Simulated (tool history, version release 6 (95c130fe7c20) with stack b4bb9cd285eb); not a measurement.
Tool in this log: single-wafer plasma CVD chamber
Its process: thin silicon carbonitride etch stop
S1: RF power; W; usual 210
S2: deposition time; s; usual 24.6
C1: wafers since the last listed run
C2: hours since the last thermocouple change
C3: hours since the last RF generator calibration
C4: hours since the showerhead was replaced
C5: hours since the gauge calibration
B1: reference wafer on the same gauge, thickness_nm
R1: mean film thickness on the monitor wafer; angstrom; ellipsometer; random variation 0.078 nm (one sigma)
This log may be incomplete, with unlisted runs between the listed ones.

Run 1, hour 0.0: usual settings but S1 180 W, S2 25.8 s; C1 0; C2 814.7; C3 1832.1; C4 5338.5; C5 29.6; B1 15.676. Result: R1 140.36 angstrom.
Run 2, hour 12.6: usual settings but S1 235 W; C1 230; C2 827.3; C3 1844.7; C4 5351.1; C5 42.2; B1 15.674. Result: R1 144.27 angstrom.
Run 3, hour 29.9: usual settings but S1 235 W; C1 316; C2 844.6; C3 1862.0; C4 5368.4; C5 59.5; B1 15.693. Result: R1 143.75 angstrom.
Run 4, hour 37.6: usual settings but S1 235 W; C1 140; C2 852.3; C3 1869.7; C4 5376.1; C5 67.2; B1 15.729. Result: R1 143.86 angstrom.
Run 5, hour 47.1: usual settings but S1 240 W, S2 26.3 s; C1 173; C2 861.8; C3 1879.2; C4 5385.6; C5 76.7; B1 15.708. Result: R1 154.98 angstrom.
Run 6, hour 65.8: usual settings but S1 240 W, S2 26.3 s; C1 342; C2 880.5; C3 1897.9; C4 5404.3; C5 95.4; B1 15.697. Result: R1 155.00 angstrom.
Run 7, hour 71.8: usual settings but S1 240 W, S2 26.3 s; C1 109; C2 886.5; C3 1903.9; C4 5410.3; C5 101.4; B1 15.750. Result: R1 155.85 angstrom.
Run 8, hour 85.5: usual settings; C1 250; C2 900.2; C3 1917.6; C4 5424.0; C5 115.1; B1 15.681. Result: R1 139.29 angstrom.
Run 9, hour 94.5: usual settings but S1 200 W; C1 164; C2 909.2; C3 1926.6; C4 5433.0; C5 124.1; B1 15.724. Result: R1 136.77 angstrom.
Run 10, hour 109.4: usual settings but S1 200 W; C1 272; C2 924.1; C3 1941.5; C4 5447.9; C5 139.0; B1 15.708. Result: R1 139.17 angstrom.
Run 11, hour 116.8: usual settings; C1 135; C2 931.5; C3 1948.9; C4 5455.3; C5 146.4; B1 15.691. Result: R1 140.18 angstrom.
At hour 135.3: showerhead replaced.
Run 12, hour 135.8: usual settings; C1 201; C2 950.5; C3 1967.9; C4 0.5; C5 165.4; B1 15.753. Result: R1 141.52 angstrom.
Run 13, hour 146.9: usual settings; C1 203; C2 961.6; C3 1979.0; C4 11.6; C5 176.5; B1 15.734. Result: R1 139.12 angstrom.
Run 14, hour 163.5: usual settings; C1 303; C2 978.2; C3 1995.6; C4 28.2; C5 193.1; B1 15.670. Result: R1 140.10 angstrom.
Run 15, hour 173.2: usual settings; C1 177; C2 987.9; C3 2005.3; C4 37.9; C5 202.8; B1 15.726. Result: R1 140.79 angstrom.
Run 16, hour 179.5: usual settings but S1 240 W, S2 26.3 s; C1 115; C2 994.2; C3 2011.6; C4 44.2; C5 209.1; B1 15.663. Result: R1 154.78 angstrom.
Run 17, hour 189.4: usual settings but S1 225 W, S2 28.3 s; C1 181; C2 1004.1; C3 2021.5; C4 54.1; C5 219.0; B1 15.732. Result: R1 164.15 angstrom.
Run 18, hour 202.5: usual settings but S2 22.5 s; C1 239; C2 1017.2; C3 2034.6; C4 67.2; C5 232.1; B1 15.729. Result: R1 128.89 angstrom.
Run 19, hour 214.4: usual settings but S2 20.9 s; C1 217; C2 1029.1; C3 2046.5; C4 79.1; C5 244.0; B1 15.698. Result: R1 118.72 angstrom.
At hour 223.5: gauge calibrated.
Run 20, hour 231.5: usual settings but S2 22.8 s; C1 312; C2 1046.2; C3 2063.6; C4 96.2; C5 8.0; B1 15.695. Result: R1 130.37 angstrom.
At hour 245.3: thermocouple changed; heater temperature recalibrated.
Run 21, hour 247.7: usual settings but S1 195 W; C1 149; C2 2.4; C3 2079.8; C4 112.4; C5 24.2; B1 15.724. Result: R1 139.46 angstrom.
Run 22, hour 260.1: usual settings but S2 20.3 s; C1 226; C2 14.8; C3 2092.2; C4 124.8; C5 36.6; B1 15.719. Result: R1 115.14 angstrom.
Run 23, hour 272.5: usual settings but S1 235 W, S2 28.6 s; C1 226; C2 27.2; C3 2104.6; C4 137.2; C5 49.0; B1 15.683. Result: R1 167.28 angstrom.
At hour 282.1: RF generator calibrated.
Run 24, hour 288.1: usual settings; C1 138; C2 42.8; C3 6.0; C4 152.8; C5 64.6; B1 15.671. Result: R1 141.19 angstrom.
Run 25, hour 306.0: usual settings but S1 180 W, S2 23.3 s; C1 327; C2 60.7; C3 23.9; C4 170.7; C5 82.5; B1 15.701. Result: R1 128.67 angstrom.
Run 26, hour 352.1: usual settings but S1 170 W, S2 29.4 s; C1 843; C2 106.8; C3 70.0; C4 216.8; C5 128.6; B1 15.715. Result: R1 160.94 angstrom.
Run 27, hour 360.0: usual settings but S1 195 W, S2 21.5 s; C1 144; C2 114.7; C3 77.9; C4 224.7; C5 136.5; B1 15.729. Result: R1 120.21 angstrom.
Run 28, hour 372.6: usual settings but S1 195 W, S2 21.2 s; C1 230; C2 127.3; C3 90.5; C4 237.3; C5 149.1; B1 15.673. Result: R1 117.99 angstrom.
Run 29, hour 382.8: usual settings but S1 190 W; C1 186; C2 137.5; C3 100.7; C4 247.5; C5 159.3; B1 15.691. Result: R1 135.34 angstrom.
Run 30, hour 394.7: usual settings but S1 185 W; C1 217; C2 149.4; C3 112.6; C4 259.4; C5 171.2; B1 15.676. Result: R1 136.06 angstrom.
Run 31, hour 407.7: usual settings; C1 237; C2 162.4; C3 125.6; C4 272.4; C5 184.2; B1 15.636. Result: R1 139.93 angstrom.

Across each entry between runs, compare the hidden state at the last listed run before it with the hidden state at the first listed run after it:
Run 11 -> run 12: showerhead replaced (hour 135.3)
  no difference in the tool's unlogged condition between these two runs
Run 19 -> run 20: gauge calibrated (hour 223.5)
  no difference in the tool's unlogged condition between these two runs
Run 20 -> run 21: thermocouple changed; heater temperature recalibrated (hour 245.3)
  no difference in the tool's unlogged condition between these two runs
Run 23 -> run 24: RF generator calibrated (hour 282.1)
  no difference in the tool's unlogged condition between these two runs

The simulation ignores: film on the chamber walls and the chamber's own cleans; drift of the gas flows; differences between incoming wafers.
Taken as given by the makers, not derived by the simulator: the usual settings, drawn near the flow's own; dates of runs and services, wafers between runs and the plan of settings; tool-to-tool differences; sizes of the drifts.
